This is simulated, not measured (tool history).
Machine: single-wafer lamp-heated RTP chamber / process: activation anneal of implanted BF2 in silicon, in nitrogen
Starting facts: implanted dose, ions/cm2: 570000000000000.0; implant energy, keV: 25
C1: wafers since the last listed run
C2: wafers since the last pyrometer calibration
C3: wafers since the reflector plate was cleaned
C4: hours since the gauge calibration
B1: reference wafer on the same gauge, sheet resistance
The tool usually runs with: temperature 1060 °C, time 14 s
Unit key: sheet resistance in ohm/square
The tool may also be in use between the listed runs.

run 1 hour=0 | temperature=1068 time=14 | C1=0 C2=2910 C3=11172 C4=273.9 | B1=166.03 | sheet_resistance=200.05
run 2 hour=10.2 | temperature=1060 time=14 | C1=202 C2=3112 C3=11375 C4=284.1 | B1=165.94 | sheet_resistance=200.26
-- hour=19.1 pyrometer window cleaned and pyrometer calibrated
run 3 hour=23.4 | temperature=1060 time=14 | C1=103 C2=84 C3=11478 C4=297.3 | B1=166.12 | sheet_resistance=201.97
run 4 hour=36.4 | temperature=1060 time=14 | C1=258 C2=342 C3=11736 C4=310.3 | B1=166.06 | sheet_resistance=201.69
run 5 hour=52 | temperature=1060 time=14 | C1=310 C2=653 C3=12047 C4=325.9 | B1=166.13 | sheet_resistance=201.32
run 6 hour=62.3 | temperature=1060 time=14 | C1=204 C2=857 C3=12251 C4=336.2 | B1=166.02 | sheet_resistance=201.24
run 7 hour=73.2 | temperature=1060 time=14 | C1=216 C2=1074 C3=12468 C4=347.1 | B1=165.9 | sheet_resistance=201.51
-- hour=88.5 gauge calibrated
run 8 hour=89 | temperature=1060 time=14 | C1=314 C2=1388 C3=12782 C4=0.5 | B1=165.93 | sheet_resistance=201.18
run 9 hour=102.6 | temperature=1039 time=14 | C1=270 C2=1659 C3=13053 C4=14.1 | B1=166.05 | sheet_resistance=204.26
run 10 hour=110.4 | temperature=1060 time=14 | C1=155 C2=1814 C3=13208 C4=21.9 | B1=165.93 | sheet_resistance=201.13
run 11 hour=127.5 | temperature=1060 time=14 | C1=339 C2=2154 C3=13548 C4=39 | B1=166.14 | sheet_resistance=200.91
run 12 hour=133.8 | temperature=1060 time=14 | C1=125 C2=2279 C3=13673 C4=45.3 | B1=166.01 | sheet_resistance=200.84
-- hour=167.3 pyrometer window cleaned and pyrometer calibrated
run 13 hour=167.8 | temperature=1060 time=14 | C1=516 C2=9 C3=14190 C4=79.3 | B1=165.82 | sheet_resistance=201.74
run 14 hour=177.9 | temperature=1060 time=14 | C1=200 C2=210 C3=14390 C4=89.4 | B1=165.92 | sheet_resistance=201.76
run 15 hour=191.1 | temperature=1072 time=14 | C1=262 C2=472 C3=14653 C4=102.6 | B1=166.18 | sheet_resistance=200.7
run 16 hour=198.6 | temperature=1060 time=14 | C1=149 C2=621 C3=14802 C4=110.1 | B1=166.05 | sheet_resistance=201.36
run 17 hour=206.9 | temperature=1034 time=22 | C1=165 C2=786 C3=14967 C4=118.4 | B1=165.95 | sheet_resistance=202.49
run 18 hour=224.8 | temperature=1069 time=14 | C1=355 C2=1142 C3=15323 C4=136.3 | B1=165.97 | sheet_resistance=200.15
run 19 hour=239.6 | temperature=1030 time=8 | C1=294 C2=1436 C3=15617 C4=151.1 | B1=165.89 | sheet_resistance=209.5
run 20 hour=245.9 | temperature=1087 time=17 | C1=125 C2=1561 C3=15742 C4=157.4 | B1=165.96 | sheet_resistance=196.88
-- hour=255.8 reflector plate cleaned
run 21 hour=256.4 | temperature=1060 time=9 | C1=49 C2=1611 C3=11 C4=167.9 | B1=165.82 | sheet_resistance=203.25
run 22 hour=265.6 | temperature=1068 time=14 | C1=182 C2=1794 C3=194 C4=177.1 | B1=166.13 | sheet_resistance=200.14
run 23 hour=279.1 | temperature=1071 time=9 | C1=268 C2=2062 C3=462 C4=190.6 | B1=166.1 | sheet_resistance=202.37
run 24 hour=288.9 | temperature=1030 time=17 | C1=194 C2=2257 C3=657 C4=200.4 | B1=165.93 | sheet_resistance=203.9
run 25 hour=295.4 | temperature=1087 time=17 | C1=129 C2=2386 C3=786 C4=206.9 | B1=166.08 | sheet_resistance=196.05
run 26 hour=312.4 | temperature=1086 time=7 | C1=337 C2=2724 C3=1124 C4=223.9 | B1=166 | sheet_resistance=201.51
run 27 hour=324.9 | temperature=1037 time=21 | C1=248 C2=2973 C3=1372 C4=236.4 | B1=165.93 | sheet_resistance=201.13
-- hour=342.4 pyrometer window cleaned and pyrometer calibrated
run 28 hour=342.9 | temperature=1060 time=14 | C1=198 C2=9 C3=1571 C4=254.4 | B1=166.07 | sheet_resistance=202.58
run 29 hour=353.8 | temperature=1060 time=21 | C1=216 C2=226 C3=1788 C4=265.3 | B1=166.07 | sheet_resistance=198.85
run 30 hour=361.3 | temperature=1060 time=9 | C1=149 C2=375 C3=1937 C4=272.8 | B1=166.03 | sheet_resistance=203.97
run 31 hour=377.9 | temperature=1035 time=10 | C1=330 C2=705 C3=2267 C4=289.4 | B1=165.97 | sheet_resistance=207
run 32 hour=386 | temperature=1060 time=14 | C1=161 C2=866 C3=2428 C4=297.5 | B1=166.07 | sheet_resistance=202.25
run 33 hour=403.9 | temperature=1071 time=9 | C1=355 C2=1222 C3=2784 C4=315.4 | B1=165.96 | sheet_resistance=202.1
run 34 hour=415.3 | temperature=1083 time=17 | C1=226 C2=1448 C3=3010 C4=326.8 | B1=165.93 | sheet_resistance=197.28
run 35 hour=423.9 | temperature=1052 time=16 | C1=170 C2=1619 C3=3181 C4=335.4 | B1=165.95 | sheet_resistance=201.59
run 36 hour=434.8 | temperature=1087 time=21 | C1=216 C2=1836 C3=3398 C4=346.3 | B1=166.05 | sheet_resistance=194.78

Some steps in sheet resistance, run to run, broken into two amounts with sign: the step expected even without the hidden condition (settings, incoming material, random variation), and the rest, left for the hidden condition together with whatever gauge scatter is not in both the measured and the hidden-condition-free result:
What the log doesn't record here: true wafer temperature minus pyrometer reading, K; wafer temperature error from the tarnished reflector plate, K; gauge reads high (%).
Run 2 -> 3: pyrometer window cleaned and pyrometer calibrated. sheet resistance +1.71 ohm/square: hidden state +1.44, all else +0.27.
Run 18 -> 19: temperature 1069 -> 1030, time 14 -> 8. sheet resistance +9.35 ohm/square: hidden state -1.13, all else +10.48.
Run 19 -> 20: temperature 1030 -> 1087, time 8 -> 17. sheet resistance -12.62 ohm/square: hidden state +0.85, all else -13.47.
Run 23 -> 24: temperature 1071 -> 1030, time 9 -> 17. sheet resistance +1.53 ohm/square: hidden state -1.39, all else +2.92.
Run 24 -> 25: temperature 1030 -> 1087. sheet resistance -7.85 ohm/square: hidden state +1.05, all else -8.9.
Run 27 -> 28: temperature 1037 -> 1060, time 21 -> 14, pyrometer window cleaned and pyrometer calibrated. sheet resistance +1.45 ohm/square: hidden state +2.45, all else -1.
